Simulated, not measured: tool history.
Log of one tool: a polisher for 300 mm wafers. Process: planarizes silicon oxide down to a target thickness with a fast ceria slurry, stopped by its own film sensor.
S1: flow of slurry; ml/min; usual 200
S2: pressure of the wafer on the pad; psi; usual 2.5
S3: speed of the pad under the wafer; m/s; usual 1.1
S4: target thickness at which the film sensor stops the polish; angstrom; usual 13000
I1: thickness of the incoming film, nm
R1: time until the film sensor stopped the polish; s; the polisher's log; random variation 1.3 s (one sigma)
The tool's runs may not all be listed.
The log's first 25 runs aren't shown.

run,hour,S1,S2,S3,S4,I1,R1
# hour 1304.5: worn pad replaced by a new one
26,1331.1,150,2.2,1.22,10620,2437.2,92.3
27,1390.9,175,3.1,1.1,9270,2441.7,75.4
# hour 1474.5: slurry nozzle cleaned
28,1575.7,200,2.5,1.24,16810,2516.4,44.7
29,1787.9,200,2.5,0.92,10160,2488.1,102.4
30,1814.4,235,2.5,1.32,9390,2423.7,69.4
# hour 1825.9: worn pad replaced by a new one
31,1853.3,165,3.3,1.1,16870,2479.2,36.5
32,1908,200,2.5,1.1,13000,2481.1,67.8
# hour 1939.8: slurry nozzle cleaned
33,1943.6,230,2.5,1.1,15580,2432.7,47.8
34,2008.8,245,2.5,1.34,13000,2491.1,54.3
35,2066.9,200,2.5,1.1,13000,2463.8,67.1
# hour 2093.5: head pressure recalibrated
36,2109.8,135,2.5,1.1,13000,2453.8,75.5

4 ways to go on from here, each from the tool as it stands after run 36. What would each give?
A,2110.3,200,2.5,1.1,13000,2468.4,?
B,2110.3,240,2.5,0.74,13000,2468.4,?
C,2110.3,165,2.8,0.98,11870,2468.4,?
D,2110.3,175,3,1.28,13000,2468.4,?

run,R1
A,74.9
B,108.6
C,85.5
D,55.4
Without the tool's hidden state the same runs would have given:
run,R1
A,75.2
B,109.1
C,85.9
D,55.6
